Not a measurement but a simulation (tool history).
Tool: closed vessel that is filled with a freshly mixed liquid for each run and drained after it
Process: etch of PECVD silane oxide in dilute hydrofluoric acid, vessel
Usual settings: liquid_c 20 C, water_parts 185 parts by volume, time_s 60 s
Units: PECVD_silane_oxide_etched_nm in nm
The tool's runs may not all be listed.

| run | hour | liquid_c | water_parts | time_s | read-back film thickness of the PECVD silane oxide reference wafer, read on the same gauge (nm) | PECVD_silane_oxide_etched_nm |
|---|---|---|---|---|---|---|
| 1 | 0 | 20 | 185 | 60 | 109.47 | 11.51 |
| 2 | 78 | 20 | 160 | 60 | 109.27 | 13.71 |
| 3 | 167 | 20 | 185 | 60 | 109.08 | 11.53 |
| 4 | 270.6 | 20 | 225 | 60 | 108.77 | 9.12 |
| 5 | 339.7 | 20 | 185 | 60 | 108.48 | 11.41 |
| 6 | 435.5 | 20 | 185 | 60 | 108.17 | 11.39 |
| 7 | 500.8 | 24 | 185 | 60 | 107.89 | 13.24 |
| 8 | 540.8 | 24 | 185 | 60 | 107.72 | 13.17 |
| 9 | 609.5 | 24 | 185 | 60 | 107.45 | 13.3 |
| 10 | 652.7 | 20 | 185 | 35 | 107.22 | 6.61 |
| 11 | 734.3 | 20 | 185 | 60 | 106.76 | 11.38 |
| 12 | 794.6 | 20 | 185 | 60 | 106.46 | 11.31 |
| 13 | 836.2 | 20 | 185 | 80 | 106.27 | 14.82 |
| 14 | 878.4 | 22.5 | 230 | 60 | 106.06 | 9.41 |
| 15 | 941.1 | 24.5 | 145 | 85 | 105.67 | 25.28 |
|  | 945.8 | gauge calibrated |
|  | 1008.3 | thermometer replaced |
| 16 | 1037.7 | 24.5 | 120 | 30 | 110.23 | 11.32 |
| 17 | 1095.9 | 20 | 185 | 60 | 110.18 | 11.63 |
| 18 | 1159.7 | 20 | 260 | 70 | 110.14 | 9 |
|  | 1167.3 | hydrofluoric acid flow meter replaced |
| 19 | 1240 | 20 | 185 | 60 | 110.07 | 11.65 |
| 20 | 1293.6 | 22.5 | 150 | 60 | 110.01 | 16.23 |
| 21 | 1374.9 | 23 | 275 | 40 | 109.92 | 5.33 |
| 22 | 1462.2 | 20 | 185 | 60 | 109.73 | 11.59 |
| 23 | 1524.4 | 20 | 250 | 40 | 109.59 | 5.39 |
| 24 | 1561.2 | 20 | 120 | 45 | 109.52 | 14.25 |

What the log doesn't show, run by run:
liquid colder than its thermometer reads (K): 0 in every run
hydrofluoric acid flow below the setpoint (%): 0 in every run
H1: gauge reads high (%)
| run | H1 |
|---|---|
| 1 | -0.483 |
| 2 | -0.648 |
| 3 | -0.864 |
| 4 | -1.15 |
| 5 | -1.36 |
| 6 | -1.68 |
| 7 | -1.92 |
| 8 | -2.07 |
| 9 | -2.35 |
| 10 | -2.53 |
| 11 | -2.9 |
| 12 | -3.18 |
| 13 | -3.38 |
| 14 | -3.6 |
| 15 | -3.92 |
| 16 | 0.209 |
| 17 | 0.184 |
| 18 | 0.143 |
| 19 | 0.0705 |
| 20 | 0.00942 |
| 21 | -0.103 |
| 22 | -0.249 |
| 23 | -0.37 |
| 24 | -0.448 |
